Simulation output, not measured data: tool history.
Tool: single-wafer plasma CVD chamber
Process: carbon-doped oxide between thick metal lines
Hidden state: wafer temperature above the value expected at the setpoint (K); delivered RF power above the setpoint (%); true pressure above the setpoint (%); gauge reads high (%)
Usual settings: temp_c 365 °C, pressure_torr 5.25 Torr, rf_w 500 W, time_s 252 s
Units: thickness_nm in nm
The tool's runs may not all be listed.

run    hour  temp_c  pressure_torr  rf_w  time_s  wafers since the last listed run  hours since the last thermocouple change  hours since the last RF generator calibration  hours since the last manometer calibration  hours since the showerhead was replaced  hours since the gauge calibration  read-back reference wafer on the same gauge, thickness_nm  thickness_nm
  1     0.0     365           5.25   525     252                                 0                                    1895.7                                         1208.0                                      1355.8                                   3413.4                              424.0                                                   1079.540      1142.556
  2    91.6     365           5.25   525     252                               576                                    1987.3                                         1299.6                                      1447.4                                   3505.0                              515.6                                                   1081.185      1125.968
  3   148.7     365           5.25   525     252                               359                                    2044.4                                         1356.7                                      1504.5                                   3562.1                              572.7                                                   1079.486      1136.081
  4   461.6     365           5.25   500     252                              1968                                    2357.3                                         1669.6                                      1817.4                                   3875.0                              885.6                                                   1081.911      1104.022
  5   545.8     365           5.25   500     252                               529                                    2441.5                                         1753.8                                      1901.6                                   3959.2                              969.8                                                   1081.589      1097.605
      572.5  -- thermocouple changed; heater temperature recalibrated
  6   621.4     365           5.25   500     252                               425                                      48.9                                         1829.4                                      1977.2                                   4034.8                             1045.4                                                   1080.908      1096.976
      647.5  -- RF generator calibrated
      665.1  -- capacitance manometer re-zeroed and calibrated
      704.7  -- gauge calibrated
  7   705.0     365           5.25   500     252                               425                                     132.5                                           57.5                                        39.9                                   4118.4                                0.3                                                   1077.716      1133.792
      791.4  -- showerhead replaced
  8   802.3     353           4.74   575     269                               561                                     229.8                                          154.8                                       137.2                                     10.9                               97.6                                                   1081.508      1297.909
  9   903.4     365           4.40   500     252                               636                                     330.9                                          255.9                                       238.3                                    112.0                              198.7                                                   1081.306      1085.015
 10   948.5     365           4.40   500     252                               283                                     376.0                                          301.0                                       283.4                                    157.1                              243.8                                                   1080.474      1097.581
 11  1044.7     365           6.43   500     252                               605                                     472.2                                          397.2                                       379.6                                    253.3                              340.0                                                   1082.018      1165.095
 12  1103.0     365           5.80   475     273                               366                                     530.5                                          455.5                                       437.9                                    311.6                              398.3                                                   1079.418      1212.953
 13  1160.0     365           4.14   500     281                               358                                     587.5                                          512.5                                       494.9                                    368.6                              455.3                                                   1079.714      1205.487
 14  1220.1     365           5.25   440     252                               378                                     647.6                                          572.6                                       555.0                                    428.7                              515.4                                                   1080.435      1062.841
 15  1295.2     352           5.25   500     206                               472                                     722.7                                          647.7                                       630.1                                    503.8                              590.5                                                   1080.389       947.966

Hidden state at the last listed run before each entry between runs and at the first one after, where it differs:
Between runs 5 and 6: thermocouple changed; heater temperature recalibrated (hour 572.5)
  delivered RF power above the setpoint (%): -7.64 -> -8.26
  measured less the result without the state, thickness_nm: -37.687 -> -40.858 nm
Between runs 6 and 7: RF generator calibrated (hour 647.5); capacitance manometer re-zeroed and calibrated (hour 665.1); gauge calibrated (hour 704.7)
  delivered RF power above the setpoint (%): -8.26 -> -1.02
  measured less the result without the state, thickness_nm: -40.858 -> -5.000 nm
Between runs 7 and 8: showerhead replaced (hour 791.4)
  delivered RF power above the setpoint (%): -1.02 -> -1.07
  measured less the result without the state, thickness_nm: -5.000 -> -5.808 nm

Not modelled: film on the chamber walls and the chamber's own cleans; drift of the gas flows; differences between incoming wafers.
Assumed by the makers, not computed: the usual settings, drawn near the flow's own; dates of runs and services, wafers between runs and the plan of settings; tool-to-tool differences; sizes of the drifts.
